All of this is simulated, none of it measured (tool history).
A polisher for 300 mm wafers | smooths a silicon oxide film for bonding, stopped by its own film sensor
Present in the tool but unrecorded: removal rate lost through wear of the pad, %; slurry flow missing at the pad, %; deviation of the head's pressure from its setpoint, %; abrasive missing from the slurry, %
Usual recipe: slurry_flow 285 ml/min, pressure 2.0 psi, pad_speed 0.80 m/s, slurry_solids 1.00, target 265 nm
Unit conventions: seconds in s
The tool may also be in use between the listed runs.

run   hour  slurry_flow  pressure  pad_speed  slurry_solids  target  wafers since the last listed run  wafers polished on this pad  hours since the slurry nozzle was cleaned  hours since the head pressure was calibrated  hours since the slurry blender was calibrated  incoming thickness of the incoming film, nm  seconds
  1    0.0          285       2.0       0.80           0.95     265                                 0                          428                                       78.2                                         666.2                                          160.4                                        331.6    121.5
  2   14.4          285       2.0       0.80           0.95     265                               132                          560                                       92.6                                         680.6                                          174.8                                        330.4    119.1
  3   34.0          285       2.0       0.80           0.80     265                               179                          740                                      112.2                                         700.2                                          194.4                                        326.1    119.4
  4   49.2          285       2.0       0.80           0.80     265                               139                          879                                      127.4                                         715.4                                          209.6                                        333.2    135.0
  5   62.9          285       2.0       0.80           1.00     265                               125                         1005                                      141.1                                         729.1                                          223.3                                        332.8    125.2
  6   90.6          285       2.0       0.80           1.00     265                               254                         1259                                      168.8                                         756.8                                          251.0                                        332.6    123.8
     115.5  -- worn pad replaced by a new one
  7  121.9          285       2.0       0.80           1.10     265                               250                           59                                      200.1                                         788.1                                          282.3                                        331.1    114.8
     130.8  -- slurry blender recalibrated
  8  153.5          285       2.0       0.80           1.10     265                               271                          330                                      231.7                                         819.7                                           22.7                                        335.1    124.2
  9  185.4          285       2.0       0.80           1.10     265                               292                          623                                      263.6                                         851.6                                           54.6                                        331.1    120.5
 10  211.1          350       2.0       0.80           1.00     265                               235                          859                                      289.3                                         877.3                                           80.3                                        335.3    129.0
 11  243.0          285       2.0       0.80           1.00     280                               292                         1151                                      321.2                                         909.2                                          112.2                                        327.3     88.8
 12  255.2          285       2.5       0.72           1.00     265                               111                         1263                                      333.4                                         921.4                                          124.4                                        332.9    111.8
     266.1  -- head pressure recalibrated
 13  282.7          355       1.7       0.80           1.00     265                               233                         1497                                      360.9                                          16.6                                          151.9                                        329.9    127.3
     289.9  -- worn pad replaced by a new one
 14  301.3          365       2.3       0.80           1.00     277                               133                          104                                      379.5                                          35.2                                          170.5                                        327.6     70.3
     327.5  -- slurry nozzle cleaned
 15  334.3          285       2.0       0.80           1.00     265                               293                          397                                        6.8                                          68.2                                          203.5                                        322.9     97.5
 16  354.8          230       2.0       0.80           0.70     265                               188                          586                                       27.3                                          88.7                                          224.0                                        328.0    122.3
 17  372.7          285       2.0       0.80           1.00     265                               164                          750                                       45.2                                         106.6                                          241.9                                        328.2    109.6
 18  395.0          310       1.8       0.88           1.00     271                               204                          954                                       67.5                                         128.9                                          264.2                                        325.9     95.1
 19  421.7          285       2.0       0.80           1.00     265                               244                         1199                                       94.2                                         155.6                                          290.9                                        322.2     98.1
     438.4  -- slurry blender recalibrated
 20  442.6          285       2.0       0.80           1.00     265                               173                         1373                                      115.1                                         176.5                                            4.2                                        323.0    101.0
     472.2  -- worn pad replaced by a new one
 21  477.6          250       2.5       0.80           1.25     265                               284                           49                                      150.1                                         211.5                                           39.2                                        322.8     71.4
 22  503.1          285       2.0       0.80           1.00     265                               233                          283                                      175.6                                         237.0                                           64.7                                        334.6    118.5
 23  525.8          285       1.8       0.80           0.75     265                               208                          491                                      198.3                                         259.7                                           87.4                                        327.2    133.0
 24  548.7          355       1.7       0.80           1.00     265                               210                          701                                      221.2                                         282.6                                          110.3                                        329.7    133.3
 25  563.6          285       2.0       1.06           1.00     265                               136                          838                                      236.1                                         297.5                                          125.2                                        337.1    101.3
 26  593.5          220       1.6       1.04           0.90     265                               274                         1112                                      266.0                                         327.4                                          155.1                                        330.9    123.9
 27  608.3          285       2.0       0.80           0.95     265                               135                         1248                                      280.8                                         342.2                                          169.9                                        328.9    111.9
 28  631.0          285       2.0       0.80           1.20     247                               208                         1457                                      303.5                                         364.9                                          192.6                                        332.1    141.9
 29  648.3          350       2.0       0.80           0.90     279                               158                         1615                                      320.8                                         382.2                                          209.9                                        324.3     82.8

Here are 5 independent what-if runs from the current tool condition. What would each one return?
  A  648.8          225       2.0       0.80           1.00     265                                 4                         1620                                      321.3                                         382.7                                          210.4                                        333.1        ?
  B  648.8          285       2.5       0.80           1.00     254                                 4                         1620                                      321.3                                         382.7                                          210.4                                        333.1        ?
  C  648.8          225       2.0       0.62           1.00     276                                 4                         1620                                      321.3                                         382.7                                          210.4                                        333.1        ?
  D  648.8          285       2.0       1.02           1.00     265                                 4                         1620                                      321.3                                         382.7                                          210.4                                        333.1        ?
  E  648.8          285       1.3       1.04           0.90     246                                 4                         1620                                      321.3                                         382.7                                          210.4                                        333.1        ?

run  seconds
  A    125.8
  B    114.6
  C    129.1
  D    101.7
  E    203.7
Had the tool no hidden state, the same runs would have come out as:
run  seconds
  A    113.5
  B    103.5
  C    116.5
  D     91.8
  E    183.8
